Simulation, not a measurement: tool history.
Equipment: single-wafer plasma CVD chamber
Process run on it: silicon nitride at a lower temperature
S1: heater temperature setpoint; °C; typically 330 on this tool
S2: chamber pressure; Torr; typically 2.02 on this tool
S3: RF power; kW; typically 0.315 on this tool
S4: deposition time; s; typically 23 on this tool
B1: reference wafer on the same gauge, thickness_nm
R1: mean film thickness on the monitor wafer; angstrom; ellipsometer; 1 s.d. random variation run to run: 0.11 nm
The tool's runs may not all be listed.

run	hour	S1	S2	S3	S4	B1	R1
1	0	334	2.02	0.315	23	33.887	284.55
2	8.1	334	2.02	0.315	23	33.915	285.61
3	25.7	330	2.02	0.315	23	33.964	286.21
4	43.7	330	2.02	0.315	23	33.863	287.02
5	60.3	330	2.02	0.315	23	33.928	285.19
6	76.5	330	1.58	0.315	23	33.884	262.79
# hour 97.2: RF generator calibrated
7	97.7	319	2.02	0.315	23	33.87	279.05
8	110.5	330	1.72	0.295	23	33.854	246.62
# hour 122.4: thermocouple changed; heater temperature recalibrated
9	122.9	326	2.02	0.315	23	33.902	277.22
10	124.3	330	2.02	0.315	23	33.904	278.59
11	135.5	330	1.63	0.33	23	33.908	271.6
12	152.8	322	1.88	0.37	26.3	33.859	358.81
13	162.7	330	2.02	0.315	23	33.946	277.01
14	173.8	330	2.02	0.375	21.1	33.839	299.59
15	185.4	330	2.42	0.315	23	33.877	289.28
# hour 196.4: capacitance manometer re-zeroed and calibrated
# hour 210.6: RF generator calibrated, repeated, since the last time left the tool worse
16	222.6	330	2.02	0.35	23	33.865	321.1
17	235	342	1.67	0.355	20.4	33.899	271.75
18	241.5	330	2.02	0.315	23	33.91	290.46
19	249.3	330	2.25	0.315	23	33.919	301.67
20	269.1	342	1.56	0.315	23	33.895	265.11
21	282.3	330	2.02	0.315	23	33.889	291.38
22	299.5	344	2.02	0.275	23	33.897	251.2
23	309.4	330	2.02	0.315	19.6	33.934	247.97
24	317	318	2.28	0.315	23	33.892	303.49
25	328.5	330	2.02	0.315	23	33.9	291.49
26	337.7	326	2.02	0.34	23	33.938	312.04
27	346.8	330	2.25	0.285	18.6	33.852	217.84
28	356	340	2.02	0.315	23	33.927	288.74
29	373.9	334	2.43	0.275	18.5	33.896	214.19

Each row is a separate what-if for the run after 29, all from the same tool condition, not one after another. Results?
A	374.3	330	2.02	0.315	23	?	?
B	374.3	330	1.76	0.315	23	?	?
C	374.3	325	1.87	0.28	25.2	?	?

run	B1	R1
A	33.934	288.95
B	33.934	276.89
C	33.934	274.34
Had the tool no hidden state, the same runs would have come out as:
run	R1
A	290.73
B	278.6
C	276.15

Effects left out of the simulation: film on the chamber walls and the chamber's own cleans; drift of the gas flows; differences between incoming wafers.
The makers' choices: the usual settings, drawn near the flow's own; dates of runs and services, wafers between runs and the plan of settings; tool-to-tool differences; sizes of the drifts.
